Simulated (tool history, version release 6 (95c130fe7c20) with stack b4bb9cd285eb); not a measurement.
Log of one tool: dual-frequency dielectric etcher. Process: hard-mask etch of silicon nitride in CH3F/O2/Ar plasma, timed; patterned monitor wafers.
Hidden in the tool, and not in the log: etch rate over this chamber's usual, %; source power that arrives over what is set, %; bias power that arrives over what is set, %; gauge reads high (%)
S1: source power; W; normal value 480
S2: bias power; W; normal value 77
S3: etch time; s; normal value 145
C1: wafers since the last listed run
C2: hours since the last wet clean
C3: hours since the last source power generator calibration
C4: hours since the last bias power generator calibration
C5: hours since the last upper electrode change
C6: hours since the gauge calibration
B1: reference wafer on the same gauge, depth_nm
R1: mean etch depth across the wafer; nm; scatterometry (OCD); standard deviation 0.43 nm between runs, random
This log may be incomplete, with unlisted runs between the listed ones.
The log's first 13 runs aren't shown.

run   hour   S1  S2     S3   C1     C2     C3      C4      C5     C6     B1     R1
 14  181.4  480  77  116.5  126  110.1   27.1  1579.9  2068.2  121.9    116   84.3
 15  193.4  550  64  128.5  101  122.1   39.1  1591.9  2080.2  133.9  115.9   94.8
 16  200.9  590  71    117   63  129.6   46.6  1599.4  2087.7  141.4    116   90.8
 17  209.8  560  88  169.5   75  138.5   55.5  1608.3  2096.6  150.3    116  136.4
 18  220.4  480  77    145   89  149.1   66.1  1618.9  2107.2  160.9  115.9  105.3
     233.7  -- bias power generator calibrated
     245.8  -- upper electrode replaced
 19  246.3  480  77    145   82    175     92    12.6     0.5  186.8  115.9  105.1
 20  246.7  430  66  110.5    3  175.4   92.4      13     0.9  187.2  115.9   73.5
 21  255.7  480  77    170   75  184.4  101.4      22     9.9  196.2  115.8  123.4
 22    264  480  77    145   69  192.7  109.7    30.3    18.2  204.5    116  105.3
 23  280.9  480  77    145  142  209.6  126.6    47.2    35.1  221.4    116  105.3
 24  287.7  480  58    145   57  216.4  133.4      54    41.9  228.2  115.8   98.2
 25    301  480  93    179  112  229.7  146.7    67.3    55.2  241.5  116.2  137.1
 26  310.8  510  77    145   82  239.5  156.5    77.1      65  251.3  115.9  108.5
 27  318.5  410  85    145   64  247.2  164.2    84.8    72.7    259    116  101.4
 28  327.6  480  77    145   76  256.3  173.3    93.9    81.8  268.1    116  105.9
 29  338.5  420  87  185.5   91  267.2  184.2   104.8    92.7    279  115.9  131.7
 30  345.1  480  72  106.5   55  273.8  190.8   111.4    99.3  285.6    116   76.1
 31  360.3  480  77    177  128    289    206   126.6   114.5  300.8  115.9  128.4

3 options for the next run, each taken on its own from the tool as it stands now. Forecast them:
  A  360.8  480  77  145   4  289.5  206.5  127.1  115  301.3   ?   ?
  B  360.8  370  77  145   4  289.5  206.5  127.1  115  301.3   ?   ?
  C  360.8  550  87  116   4  289.5  206.5  127.1  115  301.3   ?   ?

run   B1     R1
  A  116  106.8
  B  116   94.4
  C  116   93.9
What these runs would have given with no unlogged condition in the tool:
run     R1
  A  105.1
  B   92.9
  C   92.4
